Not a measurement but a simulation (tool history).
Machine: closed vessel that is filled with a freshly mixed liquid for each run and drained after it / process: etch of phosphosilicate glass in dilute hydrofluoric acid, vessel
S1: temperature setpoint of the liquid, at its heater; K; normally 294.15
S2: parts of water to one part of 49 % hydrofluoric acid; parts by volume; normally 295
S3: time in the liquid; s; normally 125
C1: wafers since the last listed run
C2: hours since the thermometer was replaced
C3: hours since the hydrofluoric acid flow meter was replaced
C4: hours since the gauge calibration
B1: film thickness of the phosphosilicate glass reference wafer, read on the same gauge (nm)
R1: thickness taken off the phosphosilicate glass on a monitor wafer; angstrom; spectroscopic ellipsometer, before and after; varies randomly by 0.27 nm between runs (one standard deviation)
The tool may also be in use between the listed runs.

| run | hour | S1 | S2 | S3 | C1 | C2 | C3 | C4 | B1 | R1 |
|---|---|---|---|---|---|---|---|---|---|---|
| 1 | 0.0 | 294.15 | 395 | 125 | 0 | 1847.1 | 496.3 | 22.0 | 130.03 | 338.8 |
| 2 | 6.8 | 294.15 | 395 | 125 | 896 | 1853.9 | 503.1 | 28.8 | 129.99 | 337.3 |
| 3 | 14.5 | 294.15 | 395 | 125 | 1015 | 1861.6 | 510.8 | 36.5 | 130.01 | 337.6 |
| 4 | 22.7 | 294.15 | 295 | 80 | 1081 | 1869.8 | 519.0 | 44.7 | 129.99 | 317.6 |
| 5 | 37.6 | 294.15 | 295 | 80 | 1964 | 1884.7 | 533.9 | 59.6 | 130.03 | 315.1 |
| 6 | 48.4 | 294.15 | 295 | 125 | 1424 | 1895.5 | 544.7 | 70.4 | 130.01 | 492.0 |
|  | 52.5 | thermometer replaced |
| 7 | 57.6 | 294.15 | 295 | 125 | 1081 | 5.1 | 553.9 | 79.6 | 129.99 | 497.3 |
| 8 | 70.8 | 294.15 | 295 | 125 | 1740 | 18.3 | 567.1 | 92.8 | 130.01 | 499.3 |
| 9 | 76.9 | 290.65 | 295 | 95 | 804 | 24.4 | 573.2 | 98.9 | 130.00 | 329.4 |
| 10 | 83.1 | 294.15 | 395 | 125 | 817 | 30.6 | 579.4 | 105.1 | 130.01 | 342.8 |
| 11 | 93.0 | 290.15 | 295 | 160 | 1305 | 40.5 | 589.3 | 115.0 | 129.98 | 550.9 |
|  | 96.6 | gauge calibrated |
| 12 | 106.8 | 296.65 | 200 | 125 | 1819 | 54.3 | 603.1 | 10.2 | 129.99 | 875.9 |
| 13 | 113.8 | 294.15 | 410 | 125 | 923 | 61.3 | 610.1 | 17.2 | 130.01 | 327.5 |
|  | 116.7 | hydrofluoric acid flow meter replaced |
| 14 | 119.8 | 290.65 | 165 | 170 | 659 | 67.3 | 3.1 | 23.2 | 130.01 | 1041.3 |
| 15 | 132.1 | 294.15 | 380 | 170 | 1622 | 79.6 | 15.4 | 35.5 | 130.00 | 433.2 |
| 16 | 147.9 | 294.15 | 160 | 165 | 2083 | 95.4 | 31.2 | 51.3 | 130.01 | 1209.8 |

Measured less the same run without the tool's hidden state. The same run-to-run variation is in both; the gauge's scatter may not be:
What the log doesn't record here: liquid hotter than its thermometer reads (K); hydrofluoric acid flow above the setpoint (%); gauge reads high (%).
| run | R1 |
|---|---|
| 1 | +42.6 |
| 2 | +42.8 |
| 3 | +43.4 |
| 4 | +39.5 |
| 5 | +40.1 |
| 6 | +63.6 |
| 7 | +65.2 |
| 8 | +66.7 |
| 9 | +43.7 |
| 10 | +48.7 |
| 11 | +74.6 |
| 12 | +117.7 |
| 13 | +48.7 |
| 14 | +10.0 |
| 15 | +6.1 |
| 16 | +19.3 |
